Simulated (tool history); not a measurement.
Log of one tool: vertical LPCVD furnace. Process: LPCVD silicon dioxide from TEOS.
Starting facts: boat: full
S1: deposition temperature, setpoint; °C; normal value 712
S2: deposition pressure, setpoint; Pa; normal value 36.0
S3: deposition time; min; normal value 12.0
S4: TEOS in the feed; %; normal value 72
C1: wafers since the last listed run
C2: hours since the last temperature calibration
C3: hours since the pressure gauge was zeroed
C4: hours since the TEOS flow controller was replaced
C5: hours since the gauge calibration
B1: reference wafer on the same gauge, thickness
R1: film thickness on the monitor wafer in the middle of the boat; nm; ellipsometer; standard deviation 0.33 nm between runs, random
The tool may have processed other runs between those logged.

| run | hour | S1 | S2 | S3 | S4 | C1 | C2 | C3 | C4 | C5 | B1 | R1 |
|---|---|---|---|---|---|---|---|---|---|---|---|---|
| 1 | 0.0 | 712 | 36.0 | 13.0 | 72 | 0 | 2574.1 | 757.1 | 4240.0 | 853.7 | 102.05 | 116.73 |
| 2 | 37.6 | 712 | 36.0 | 12.0 | 69 | 519 | 2611.7 | 794.7 | 4277.6 | 891.3 | 102.00 | 105.44 |
| 3 | 106.5 | 712 | 36.0 | 12.0 | 69 | 951 | 2680.6 | 863.6 | 4346.5 | 960.2 | 101.98 | 105.85 |
| 4 | 144.1 | 712 | 36.0 | 12.0 | 69 | 519 | 2718.2 | 901.2 | 4384.1 | 997.8 | 101.98 | 105.46 |
| 5 | 235.7 | 712 | 36.0 | 12.0 | 72 | 1264 | 2809.8 | 992.8 | 4475.7 | 1089.4 | 102.01 | 107.85 |
|  | 271.3 | gauge calibrated |
| 6 | 288.0 | 712 | 36.0 | 12.0 | 72 | 722 | 2862.1 | 1045.1 | 4528.0 | 16.7 | 102.05 | 107.54 |
| 7 | 371.3 | 712 | 36.0 | 12.0 | 72 | 1150 | 2945.4 | 1128.4 | 4611.3 | 100.0 | 102.02 | 107.40 |
| 8 | 434.3 | 712 | 36.0 | 12.0 | 72 | 869 | 3008.4 | 1191.4 | 4674.3 | 163.0 | 101.97 | 107.65 |
| 9 | 520.0 | 712 | 36.0 | 12.0 | 72 | 1183 | 3094.1 | 1277.1 | 4760.0 | 248.7 | 102.01 | 107.95 |
| 10 | 595.3 | 712 | 36.0 | 12.0 | 72 | 1039 | 3169.4 | 1352.4 | 4835.3 | 324.0 | 102.01 | 108.15 |
| 11 | 679.8 | 712 | 36.0 | 12.0 | 72 | 1166 | 3253.9 | 1436.9 | 4919.8 | 408.5 | 102.03 | 107.58 |
| 12 | 722.0 | 712 | 36.0 | 12.0 | 72 | 582 | 3296.1 | 1479.1 | 4962.0 | 450.7 | 102.04 | 108.06 |
| 13 | 781.8 | 712 | 42.7 | 12.0 | 83 | 825 | 3355.9 | 1538.9 | 5021.8 | 510.5 | 102.00 | 126.39 |
| 14 | 833.2 | 712 | 42.7 | 12.0 | 83 | 709 | 3407.3 | 1590.3 | 5073.2 | 561.9 | 102.02 | 126.85 |
|  | 912.2 | TEOS flow controller replaced |
| 15 | 912.7 | 712 | 42.7 | 12.0 | 83 | 766 | 3486.8 | 1669.8 | 0.5 | 641.4 | 102.02 | 126.79 |
| 16 | 969.5 | 712 | 42.7 | 9.0 | 72 | 784 | 3543.6 | 1726.6 | 57.3 | 698.2 | 101.99 | 88.66 |
| 17 | 1072.2 | 712 | 36.0 | 12.0 | 69 | 1417 | 3646.3 | 1829.3 | 160.0 | 800.9 | 101.99 | 105.95 |
| 18 | 1146.2 | 712 | 36.0 | 12.0 | 72 | 1021 | 3720.3 | 1903.3 | 234.0 | 874.9 | 102.03 | 108.07 |

Run 19 has not been measured yet. What should we expect?
| 19 | 1186.0 | 719 | 42.7 | 15.5 | 86 | 549 | 3760.1 | 1943.1 | 273.8 | 914.7 | ? | ? |

{"run 19": {"B1": 102.01, "R1": 194.2}}
Had the tool carried no hidden state, the very same run would have given R1 181.56 nm.
